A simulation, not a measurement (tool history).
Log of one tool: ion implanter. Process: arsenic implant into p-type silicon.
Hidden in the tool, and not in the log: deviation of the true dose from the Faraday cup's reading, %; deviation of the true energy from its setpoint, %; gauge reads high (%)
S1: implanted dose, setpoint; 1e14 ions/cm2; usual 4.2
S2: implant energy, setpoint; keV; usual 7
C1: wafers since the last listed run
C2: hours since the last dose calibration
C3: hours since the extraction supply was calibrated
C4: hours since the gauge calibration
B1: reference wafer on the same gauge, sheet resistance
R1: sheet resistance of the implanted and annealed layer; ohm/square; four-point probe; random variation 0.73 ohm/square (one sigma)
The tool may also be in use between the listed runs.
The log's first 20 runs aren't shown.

run,hour,S1,S2,C1,C2,C3,C4,B1,R1
21,559.5,3.33,8,228,1665.1,211.7,287.6,276.92,306.96
22,583.5,4.79,7,285,1689.1,235.7,311.6,276.96,233.73
23,600,4.85,5,196,1705.6,252.2,328.1,276.93,235.82
# hour 616.7: Faraday cup replaced and dose calibrated
24,617.2,4.74,6.5,109,0.5,269.4,345.3,277.26,245.69
25,630.4,4.2,7,156,13.7,282.6,358.5,276.91,266.77
26,651,4.2,9.5,244,34.3,303.2,379.1,276.94,262.12
27,686.9,4.2,6,426,70.2,339.1,415,276.91,267.61
28,701.2,4.2,7,169,84.5,353.4,429.3,277.02,266.19
29,719,3.39,7,211,102.3,371.2,447.1,277.2,315.24
30,735.1,5.4,4.5,191,118.4,387.3,463.2,276.99,223.76
31,752.2,4.2,7,203,135.5,404.4,480.3,276.97,266.55
32,776.8,3.63,8,292,160.1,429,504.9,277.06,294.12
33,812.7,5.25,8,426,196,464.9,540.8,277.06,224.85
34,834.7,3.74,5.5,261,218,486.9,562.8,277.12,295.43
35,866.4,5.01,7,376,249.7,518.6,594.5,277.02,234.08
36,902.2,4.2,7,425,285.5,554.4,630.3,277.11,265.3

Forecast each of these 5 alternatives for the next run:
A,902.6,4.2,7,4,285.9,554.8,630.7,?,?
B,902.6,4.75,7,4,285.9,554.8,630.7,?,?
C,902.6,3.78,7.5,4,285.9,554.8,630.7,?,?
D,902.6,3.83,9.5,4,285.9,554.8,630.7,?,?
E,902.6,3.45,9,4,285.9,554.8,630.7,?,?

run,B1,R1
A,277.14,266.15
B,277.14,242.31
C,277.14,287.71
D,277.14,280.85
E,277.14,305.49
Without the tool's hidden state the same runs would have given:
run,R1
A,267.87
B,243.85
C,289.59
D,282.66
E,307.48
